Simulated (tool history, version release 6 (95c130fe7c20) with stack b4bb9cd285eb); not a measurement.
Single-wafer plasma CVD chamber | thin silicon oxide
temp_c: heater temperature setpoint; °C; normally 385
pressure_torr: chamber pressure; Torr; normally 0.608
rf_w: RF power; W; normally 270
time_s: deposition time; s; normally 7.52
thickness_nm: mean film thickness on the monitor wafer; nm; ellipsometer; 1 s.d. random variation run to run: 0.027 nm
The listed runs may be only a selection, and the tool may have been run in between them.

run,hour,temp_c,pressure_torr,rf_w,time_s,wafers since the last listed run,hours since the last thermocouple change,hours since the last RF generator calibration,hours since the last manometer calibration,hours since the showerhead was replaced,hours since the gauge calibration,"read-back reference wafer on the same gauge, thickness_nm",thickness_nm
1,0,385,0.608,270,7.52,0,2061.7,1016.4,1157.8,4808,1129.3,11.8,10.752
2,68.2,385,0.608,270,7.52,1552,2129.9,1084.6,1226,4876.2,1197.5,11.796,10.722
3,353.4,385,0.608,285,7.52,6491,2415.1,1369.8,1511.2,5161.4,1482.7,11.812,11.008
4,626.1,385,0.608,285,7.52,6206,2687.8,1642.5,1783.9,5434.1,1755.4,11.803,11.023
5,689.7,385,0.608,270,7.52,1447,2751.4,1706.1,1847.5,5497.7,1819,11.792,10.822
# hour 702: gauge calibrated
# hour 759.1: thermocouple changed; heater temperature recalibrated
6,766.6,385,0.608,270,7.52,1568,7.5,1783,1924.4,5574.6,64.6,11.799,10.845
# hour 855.1: RF generator calibrated
7,866.3,385,0.608,270,6.56,2087,107.2,11.2,2024.1,5674.3,164.3,11.805,9.443
# hour 889.2: showerhead replaced
8,949.3,385,0.608,270,6.56,1707,190.2,94.2,2107.1,60.1,247.3,11.795,9.515
9,1045.9,385,0.608,270,6.56,2198,286.8,190.8,2203.7,156.7,343.9,11.801,9.496
10,1084.7,385,0.608,270,7.52,883,325.6,229.6,2242.5,195.5,382.7,11.803,10.834
11,1138.2,385,0.608,270,6.56,1217,379.1,283.1,2296,249,436.2,11.792,9.47
12,1206.1,378,0.678,315,7.11,1545,447,351,2363.9,316.9,504.1,11.804,11.873
13,1245.9,385,0.608,270,7.52,905,486.8,390.8,2403.7,356.7,543.9,11.79,10.907
# hour 1283: capacitance manometer re-zeroed and calibrated
14,1300.8,385,0.543,270,8.25,1067,541.7,445.7,17.8,411.6,598.8,11.802,10.663
15,1375.3,374,0.556,250,6.51,1695,616.2,520.2,92.3,486.1,673.3,11.789,8.413
16,1456.6,394,0.535,220,8.61,1850,697.5,601.5,173.6,567.4,754.6,11.803,10.204
17,1522.1,385,0.476,270,6.31,1490,763,667,239.1,632.9,820.1,11.807,7.433
18,1633,398,0.745,305,6.57,2524,873.9,777.9,350,743.8,931,11.805,11.195
19,1732.5,385,0.608,270,7.52,2264,973.4,877.4,449.5,843.3,1030.5,11.795,10.643

Same runs, no hidden state in the tool, same run-to-run variation:
Unlogged tool condition in this case: wafer temperature above the value expected at the setpoint (K); delivered RF power above the setpoint (%); true pressure above the setpoint (%); gauge reads high (%).
run,thickness_nm
1,10.617
2,10.578
3,10.824
4,10.803
5,10.599
6,10.611
7,9.229
8,9.29
9,9.261
10,10.561
11,9.225
12,11.557
13,10.612
14,10.665
15,8.407
16,10.187
17,7.414
18,11.154
19,10.59

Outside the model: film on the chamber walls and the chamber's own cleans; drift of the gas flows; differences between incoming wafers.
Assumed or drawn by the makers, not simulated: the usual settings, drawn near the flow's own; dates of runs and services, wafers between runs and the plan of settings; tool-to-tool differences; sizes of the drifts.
